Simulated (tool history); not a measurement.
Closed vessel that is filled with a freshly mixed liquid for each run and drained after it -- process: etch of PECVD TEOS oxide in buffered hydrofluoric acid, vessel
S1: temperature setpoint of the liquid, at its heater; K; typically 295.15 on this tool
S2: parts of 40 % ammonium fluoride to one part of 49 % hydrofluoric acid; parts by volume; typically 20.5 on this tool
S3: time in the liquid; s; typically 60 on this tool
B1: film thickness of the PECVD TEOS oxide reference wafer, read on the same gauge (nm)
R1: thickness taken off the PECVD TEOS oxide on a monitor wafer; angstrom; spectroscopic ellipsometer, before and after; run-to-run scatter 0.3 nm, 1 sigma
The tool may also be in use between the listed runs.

run    hour      S1    S2  S3     B1     R1
  1       0  295.15  20.5  70  78.06    411
  2    60.2  295.15  20.5  70  77.86  407.2
  3   104.9  294.15  23.5  60  77.74  299.3
  4   150.8  294.15  23.5  60  77.59  300.1
  5   184.8  295.15  20.5  60  77.45  352.7
  6   251.9  295.15  20.5  60  77.26  348.2
  7   302.3  295.15  20.5  60   77.1  351.9
  8   359.7  295.15  24.5  50   76.9    255
  9   389.7  295.15  24.5  50  76.83    252
      403.8  -- gauge calibrated
 10   450.1  291.15  20.5  60  79.55  285.1
 11   481.6  291.15  20.5  60  79.42  287.3
      489.2  -- hydrofluoric acid flow meter replaced
 12     551  297.65  20.5  60  79.23  403.5
 13     615  295.15  20.5  60  79.02  355.5
      678.8  -- thermometer replaced
 14   686.5  290.65  20.5  60  78.79  273.6
 15   722.6  295.15  20.5  30  78.68  176.5
 16   749.6  298.65  24.5  40  78.57  252.6
 17   797.2  298.15  25.5  75  78.45  444.8
 18   847.6  299.15  15.5  75  78.29    714
 19   885.7  298.65    25  45  78.14  277.6
 20     931  292.65  20.5  80     78  401.5
 21   955.1  295.15  20.5  60  77.93  346.5
 22  1134.5  295.15  20.5  60  77.38  346.6
 23  1191.8  295.15  20.5  60  77.17  349.6
 24  1220.8  298.65    18  45  77.08  358.4

Each row is a separate what-if for the run after 24, all from the same tool condition, not one after another. Results?
  A  1221.5  295.15  20.5  40   ?   ?
  B  1221.5  299.15  20.5  60   ?   ?
  C  1221.5  295.15    23  60   ?   ?
  D  1221.5  291.15    13  75   ?   ?
  E  1221.5  290.15    26  85   ?   ?

run     B1     R1
  A  77.05  230.7
  B  77.05  430.7
  C  77.05  319.6
  D  77.05  537.3
  E  77.05  313.7
Without the tool's unlogged condition, the same runs would have read:
run     R1
  A  239.4
  B  447.1
  C  331.8
  D  557.6
  E  325.6
